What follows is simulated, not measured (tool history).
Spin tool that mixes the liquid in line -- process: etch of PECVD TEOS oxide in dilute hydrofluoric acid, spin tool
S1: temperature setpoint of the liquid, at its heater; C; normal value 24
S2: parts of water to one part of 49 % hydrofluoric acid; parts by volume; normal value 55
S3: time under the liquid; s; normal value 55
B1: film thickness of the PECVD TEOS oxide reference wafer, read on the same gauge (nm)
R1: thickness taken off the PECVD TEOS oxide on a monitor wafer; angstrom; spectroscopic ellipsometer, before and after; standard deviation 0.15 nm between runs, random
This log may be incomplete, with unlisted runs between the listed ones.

{"run": 1, "hour": 0.0, "S1": 24, "S2": 55, "S3": 55, "B1": 100, "R1": 177.4}
{"run": 2, "hour": 38.8, "S1": 24, "S2": 55, "S3": 55, "B1": 100.01, "R1": 176.2}
{"run": 3, "hour": 109.3, "S1": 24, "S2": 70, "S3": 55, "B1": 100, "R1": 134.7}
{"run": 4, "hour": 208.9, "S1": 24, "S2": 70, "S3": 55, "B1": 99.99, "R1": 136.8}
{"run": 5, "hour": 269.1, "S1": 24, "S2": 70, "S3": 55, "B1": 100, "R1": 136}
{"run": 6, "hour": 315.0, "S1": 24, "S2": 55, "S3": 55, "B1": 99.98, "R1": 177.9}
{"run": 7, "hour": 395.8, "S1": 24, "S2": 55, "S3": 55, "B1": 100, "R1": 176.8}
{"run": 8, "hour": 452.0, "S1": 24, "S2": 55, "S3": 55, "B1": 99.98, "R1": 177.2}
{"run": 9, "hour": 534.5, "S1": 24, "S2": 55, "S3": 55, "B1": 100, "R1": 175.6}
{"run": 10, "hour": 577.7, "S1": 26.5, "S2": 55, "S3": 55, "B1": 100.01, "R1": 195.8}
{"run": 11, "hour": 673.9, "S1": 26.5, "S2": 55, "S3": 55, "B1": 100.01, "R1": 191.6}
{"run": 12, "hour": 737.2, "S1": 24, "S2": 65, "S3": 55, "B1": 99.99, "R1": 149.1}
{"run": 13, "hour": 789.3, "S1": 24, "S2": 65, "S3": 55, "B1": 99.99, "R1": 146.9}
{"run": 14, "hour": 863.2, "S1": 24, "S2": 55, "S3": 55, "B1": 100.02, "R1": 176.1}
{"hour": 900.3, "done": "thermometer replaced"}
{"run": 15, "hour": 924.6, "S1": 27.5, "S2": 55, "S3": 55, "B1": 100, "R1": 186.7}
{"run": 16, "hour": 975.2, "S1": 20, "S2": 55, "S3": 55, "B1": 100, "R1": 138.6}
{"run": 17, "hour": 1022.1, "S1": 27.5, "S2": 85, "S3": 20, "B1": 100.03, "R1": 42.6}
{"run": 18, "hour": 1058.4, "S1": 22, "S2": 55, "S3": 55, "B1": 100.01, "R1": 150.4}
{"run": 19, "hour": 1112.9, "S1": 24, "S2": 55, "S3": 55, "B1": 100.01, "R1": 165.1}
{"hour": 1132.1, "done": "gauge calibrated"}
{"run": 20, "hour": 1163.0, "S1": 22, "S2": 55, "S3": 40, "B1": 99.99, "R1": 110.3}
{"run": 21, "hour": 1247.3, "S1": 20.5, "S2": 55, "S3": 40, "B1": 100, "R1": 101.5}
{"run": 22, "hour": 1297.8, "S1": 19.5, "S2": 30, "S3": 55, "B1": 100.01, "R1": 255}
{"run": 23, "hour": 1354.2, "S1": 27, "S2": 55, "S3": 70, "B1": 99.99, "R1": 236.9}
{"hour": 1414.1, "done": "hydrofluoric acid flow meter replaced"}
{"run": 24, "hour": 1423.9, "S1": 24, "S2": 55, "S3": 55, "B1": 100, "R1": 173.8}
{"run": 25, "hour": 1476.5, "S1": 24, "S2": 55, "S3": 65, "B1": 100, "R1": 203.8}
{"run": 26, "hour": 1557.1, "S1": 24, "S2": 45, "S3": 55, "B1": 99.99, "R1": 213.1}
{"run": 27, "hour": 1624.3, "S1": 24, "S2": 55, "S3": 55, "B1": 100, "R1": 174.5}
{"run": 28, "hour": 1666.9, "S1": 24, "S2": 55, "S3": 55, "B1": 100, "R1": 171.7}
{"run": 29, "hour": 1716.4, "S1": 24, "S2": 55, "S3": 30, "B1": 99.99, "R1": 94.1}
{"run": 30, "hour": 1805.2, "S1": 24, "S2": 55, "S3": 40, "B1": 100.02, "R1": 126.1}
{"run": 31, "hour": 1858.1, "S1": 24, "S2": 55, "S3": 55, "B1": 100.01, "R1": 170}
{"run": 32, "hour": 1927.3, "S1": 24, "S2": 55, "S3": 55, "B1": 99.99, "R1": 173.3}

List, for all runs, the conditions of the tool that the log does not record:
gauge reads high (%): 0 in every run
H1: liquid hotter than its thermometer reads (K)
H2: hydrofluoric acid flow below the setpoint (%)
run=1 H1=0.981 H2=0.923
run=2 H1=1 H2=1.05
run=3 H1=1.05 H2=1.29
run=4 H1=1.11 H2=1.62
run=5 H1=1.15 H2=1.83
run=6 H1=1.18 H2=1.98
run=7 H1=1.23 H2=2.25
run=8 H1=1.26 H2=2.44
run=9 H1=1.31 H2=2.72
run=10 H1=1.34 H2=2.86
run=11 H1=1.4 H2=3.18
run=12 H1=1.44 H2=3.4
run=13 H1=1.47 H2=3.57
run=14 H1=1.52 H2=3.82
run=15 H1=0.0621 H2=4.02
run=16 H1=0.0935 H2=4.19
run=17 H1=0.123 H2=4.35
run=18 H1=0.145 H2=4.47
run=19 H1=0.179 H2=4.66
run=20 H1=0.21 H2=4.82
run=21 H1=0.262 H2=5.11
run=22 H1=0.293 H2=5.28
run=23 H1=0.328 H2=5.47
run=24 H1=0.372 H2=0.749
run=25 H1=0.404 H2=0.925
run=26 H1=0.454 H2=1.2
run=27 H1=0.496 H2=1.42
run=28 H1=0.522 H2=1.56
run=29 H1=0.553 H2=1.73
run=30 H1=0.608 H2=2.03
run=31 H1=0.641 H2=2.21
run=32 H1=0.684 H2=2.44

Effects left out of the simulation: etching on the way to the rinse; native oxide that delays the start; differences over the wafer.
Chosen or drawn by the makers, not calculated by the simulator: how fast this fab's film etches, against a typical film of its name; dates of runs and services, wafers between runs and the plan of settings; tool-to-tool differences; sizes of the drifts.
